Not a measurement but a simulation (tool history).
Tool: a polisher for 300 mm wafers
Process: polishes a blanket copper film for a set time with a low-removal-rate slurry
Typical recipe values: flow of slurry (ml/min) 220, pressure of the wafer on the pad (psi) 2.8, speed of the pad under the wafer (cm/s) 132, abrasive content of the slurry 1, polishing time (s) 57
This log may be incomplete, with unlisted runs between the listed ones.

run,hour,flow of slurry (ml/min),pressure of the wafer on the pad (psi),speed of the pad under the wafer (cm/s),abrasive content of the slurry,polishing time (s),"incoming thickness of the incoming film, nm",film removed (nm)
1,0,220,2.8,132,1,57,597.7,186.3
# hour 31.6: slurry blender recalibrated
# hour 88.4: worn pad replaced by a new one
# hour 89.9: head pressure recalibrated
2,101.8,220,2.8,132,1,57,611,192.2
3,195.9,220,2.8,132,1,57,595.1,187.3
4,247.5,220,2.8,132,1,57,598,189.6
# hour 320.4: worn pad replaced by a new one
5,326.8,220,2.8,132,1,57,592.8,184.5
# hour 351.2: slurry blender recalibrated
6,387.6,220,2.8,132,1,57,597.5,181
# hour 435.9: head pressure recalibrated
7,468.7,220,2.8,132,1,57,586.5,175
8,534.2,220,2.8,132,0.95,57,606.1,170.2
# hour 566.2: worn pad replaced by a new one
9,590.2,220,2.8,132,0.95,57,601,170.3
10,648.1,220,2.8,132,1,57,603.4,171.1
# hour 680.2: head pressure recalibrated, repeated, since the last time left the tool worse
# hour 712.6: slurry blender recalibrated
11,717.3,170,2.8,132,1,57,600.4,182.1
# hour 822.5: worn pad replaced by a new one
# hour 852.9: slurry nozzle cleaned
12,927.8,220,2.8,132,1,57,595.3,186.8
13,984.2,220,3.1,132,1.3,57,608.3,208
# hour 1019: head pressure recalibrated
14,1035.7,195,2.4,160,1,67,603.4,241.3
# hour 1044.9: slurry blender recalibrated
# hour 1095.8: worn pad replaced by a new one
15,1111.9,245,2.8,132,1,57,596.8,192.4
16,1193.4,220,2.8,132,0.9,57,599.3,181.1
17,1280.3,220,2.8,132,1,57,594.9,183.6
18,1351.5,220,2.8,168,1.2,57,604.6,240.2

Run by run, hidden condition taken away, random variation retained:
Unlogged tool condition in this case: removal rate lost through wear of the pad, %; slurry flow missing at the pad, %; deviation of the head's pressure from its setpoint, %; abrasive missing from the slurry, %.
run,film removed (nm)
1,191.2
2,192.4
3,188.3
4,191.7
5,188.9
6,187.9
7,190.5
8,186
9,187.2
10,189.9
11,182.6
12,191.9
13,216.5
14,241.9
15,193.6
16,183.8
17,189.2
18,251.9

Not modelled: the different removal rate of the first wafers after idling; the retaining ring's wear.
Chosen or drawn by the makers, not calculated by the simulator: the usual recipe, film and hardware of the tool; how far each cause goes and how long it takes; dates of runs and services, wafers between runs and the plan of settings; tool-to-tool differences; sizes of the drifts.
